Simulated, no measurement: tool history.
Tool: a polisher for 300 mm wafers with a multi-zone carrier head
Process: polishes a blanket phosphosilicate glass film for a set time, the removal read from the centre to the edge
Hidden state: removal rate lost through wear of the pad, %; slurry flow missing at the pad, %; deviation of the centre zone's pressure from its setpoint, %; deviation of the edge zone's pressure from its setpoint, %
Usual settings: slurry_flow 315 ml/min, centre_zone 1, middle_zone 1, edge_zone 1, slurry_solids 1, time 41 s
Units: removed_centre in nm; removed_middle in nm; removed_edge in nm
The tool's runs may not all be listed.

run	day	slurry_flow	centre_zone	middle_zone	edge_zone	slurry_solids	time	wafers since the last listed run	wafers polished on this pad	hours since the slurry nozzle was cleaned	hours since the centre zone pressure was calibrated	hours since the edge zone pressure was calibrated	hours since the carrier head's membrane was replaced	incoming thickness of the incoming film, nm	removed_centre	removed_middle	removed_edge
1	0	315	0.95	1	1.08	1	41	0	921	203.5	1517.9	71.7	918.8	3175.8	157.6	192.6	204.8
# day 0.558: worn pad replaced by a new one
2	1.479	315	0.95	1	1.08	1	41	386	271	239	1553.4	107.2	954.3	3122.5	157.3	194.5	203.3
3	2.038	370	1	0.92	1	1	41	164	435	252.4	1566.8	120.6	967.7	3176.8	165.3	182.8	198.2
4	2.825	315	1	1	1	1	41	231	667	271.3	1585.7	139.5	986.6	3185.2	162.4	200.4	195.3
# day 2.979: slurry nozzle cleaned
5	3.525	315	1	1	1	1	41	193	861	13.1	1602.5	156.3	1003.4	3197.5	163	195.8	195.1
# day 4.496: carrier head's membrane replaced by a new one
# day 4.654: worn pad replaced by a new one
6	4.675	230	1	1	1	1	41	230	5	40.7	1630.1	183.9	4.3	3191.5	160.6	185.3	191.1
# day 4.917: centre zone pressure recalibrated
7	5.321	315	1	1	1	1	41	165	171	56.2	9.7	199.4	19.8	3155.1	182.5	192.1	195.7
8	6.375	315	1	1	1	1	41	310	482	81.5	35	224.7	45.1	3178.4	187.6	201.2	195
9	7.333	315	1	1	1	1	41	282	764	104.5	58	247.7	68.1	3130.5	181.5	197.9	197.6
10	8.108	315	1	1.09	1	1	41	228	992	123.1	76.6	266.3	86.7	3169.8	182.7	208.6	195.5
# day 8.617: worn pad replaced by a new one
11	9.25	315	0.95	1	1	0.8	41	287	186	150.5	104	293.7	114.1	3137	150.6	170.9	169.5
12	10.704	315	1	1	1	1	41	428	614	185.4	138.9	328.6	149	3218.6	180	191.3	193.2
13	11.412	315	1	0.92	1	1	41	208	823	202.4	155.9	345.6	166	3187.8	177.2	180.1	199.7
14	12.15	315	1	1	1	1	41	217	1040	220.1	173.6	363.3	183.7	3119.4	176.7	194.1	195.9
# day 13.325: worn pad replaced by a new one
15	13.446	315	1	1	1	1	41	332	35	251.2	204.7	394.4	214.8	3167.6	179.5	196.4	197.2
16	14.575	315	1	1	0.93	1	41	332	367	278.3	231.8	421.5	241.9	3173.9	175.6	194.1	188.8
# day 14.904: edge zone pressure recalibrated
# day 14.971: slurry nozzle cleaned
17	15.479	315	1	1	1.05	1	41	229	597	12.2	253.5	13.8	263.6	3222.9	175.8	193.7	201.1
18	16.475	315	0.94	1	1	1	41	293	890	36.1	277.4	37.7	287.5	3196.3	165.2	193.7	197.7
19	17.417	230	1.09	1	1	1	41	277	1167	58.7	300	60.3	310.1	3158.1	184.9	190.7	193
# day 17.767: worn pad replaced by a new one
20	18.817	315	1.1	1	1	1	41	363	308	92.3	333.6	93.9	343.7	3176.9	188.6	192.9	193.2
21	19.612	390	1	1	1.06	1	45	234	543	111.4	352.7	113	362.8	3202.3	196.1	218.9	220.6

Forecast each of these 4 alternatives for the next run:
A	19.629	315	1	1	1	1	41	4	547	111.8	353.1	113.4	363.2	3161.3	?	?	?
B	19.629	315	0.95	1	0.9	1	41	4	547	111.8	353.1	113.4	363.2	3161.3	?	?	?
C	19.629	315	1.1	1	1	1.2	41	4	547	111.8	353.1	113.4	363.2	3161.3	?	?	?
D	19.629	395	1	1	0.91	1	53	4	547	111.8	353.1	113.4	363.2	3161.3	?	?	?

run	removed_centre	removed_middle	removed_edge
A	174.9	194.5	195.5
B	167	194.5	186
C	210.5	214.6	215.8
D	230.4	255.7	244.9
Without the tool's hidden state the same runs would have given:
run	removed_centre	removed_middle	removed_edge
A	187.7	194.4	195.5
B	179.3	194.5	186
C	225.8	214.5	215.8
D	247.2	255.7	244.9

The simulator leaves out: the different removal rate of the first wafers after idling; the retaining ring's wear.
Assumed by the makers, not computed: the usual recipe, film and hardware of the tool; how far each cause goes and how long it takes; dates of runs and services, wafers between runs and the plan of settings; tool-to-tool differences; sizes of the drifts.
